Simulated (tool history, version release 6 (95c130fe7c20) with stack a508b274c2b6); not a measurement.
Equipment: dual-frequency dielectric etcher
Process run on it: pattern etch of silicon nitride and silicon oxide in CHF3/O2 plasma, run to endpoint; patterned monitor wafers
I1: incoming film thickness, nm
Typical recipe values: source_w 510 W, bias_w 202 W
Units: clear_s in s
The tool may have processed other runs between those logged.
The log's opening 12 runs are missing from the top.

-- hour=799.1 upper electrode replaced
run 13 hour=823.3 | source_w=510 bias_w=220 | I1=234.2 | clear_s=147.3
run 14 hour=879.1 | source_w=510 bias_w=202 | I1=233.6 | clear_s=152.4
-- hour=919.6 wet clean of the chamber
run 15 hour=961.6 | source_w=600 bias_w=202 | I1=236.6 | clear_s=146.5
run 16 hour=1018.3 | source_w=600 bias_w=202 | I1=233.8 | clear_s=140.5
-- hour=1072.0 bias power generator calibrated
run 17 hour=1077.4 | source_w=600 bias_w=202 | I1=235.7 | clear_s=142.1
run 18 hour=1136.6 | source_w=620 bias_w=202 | I1=234.0 | clear_s=141.7
-- hour=1199.4 source power generator calibrated
run 19 hour=1223.6 | source_w=510 bias_w=202 | I1=234.8 | clear_s=154.7
run 20 hour=1265.8 | source_w=630 bias_w=202 | I1=235.1 | clear_s=136.8
run 21 hour=1315.7 | source_w=600 bias_w=175 | I1=231.0 | clear_s=145.1
-- hour=1347.2 wet clean of the chamber
run 22 hour=1390.3 | source_w=510 bias_w=182 | I1=232.4 | clear_s=160.9
run 23 hour=1430.4 | source_w=510 bias_w=175 | I1=233.4 | clear_s=165.8
run 24 hour=1484.0 | source_w=580 bias_w=155 | I1=230.2 | clear_s=159.2
run 25 hour=1546.2 | source_w=510 bias_w=165 | I1=233.5 | clear_s=163.0
run 26 hour=1598.4 | source_w=510 bias_w=202 | I1=234.7 | clear_s=152.2
run 27 hour=1678.6 | source_w=510 bias_w=168 | I1=231.8 | clear_s=160.0
run 28 hour=1725.9 | source_w=430 bias_w=155 | I1=234.4 | clear_s=177.9
run 29 hour=1808.2 | source_w=510 bias_w=202 | I1=234.7 | clear_s=148.7
-- hour=1858.5 wet clean of the chamber
run 30 hour=1907.1 | source_w=450 bias_w=246 | I1=236.1 | clear_s=153.6
run 31 hour=1959.3 | source_w=410 bias_w=217 | I1=233.8 | clear_s=167.2
run 32 hour=2055.2 | source_w=510 bias_w=202 | I1=235.0 | clear_s=156.5
run 33 hour=2143.4 | source_w=510 bias_w=202 | I1=233.9 | clear_s=155.9
run 34 hour=2249.0 | source_w=620 bias_w=202 | I1=233.8 | clear_s=137.4

4 ways to go on from here, each from the tool as it stands after run 34. What would each give?
run A hour=2249.5 | source_w=510 bias_w=202 | I1=232.4 | clear_s=?
run B hour=2249.5 | source_w=510 bias_w=188 | I1=232.4 | clear_s=?
run C hour=2249.5 | source_w=400 bias_w=223 | I1=232.4 | clear_s=?
run D hour=2249.5 | source_w=410 bias_w=158 | I1=232.4 | clear_s=?

run=A clear_s=150.2
run=B clear_s=154.0
run=C clear_s=162.2
run=D clear_s=181.2
The same runs, with their run-to-run variation unchanged, on a tool lacking any hidden condition would have given:
run=A clear_s=155.0
run=B clear_s=158.9
run=C clear_s=167.4
run=D clear_s=186.9
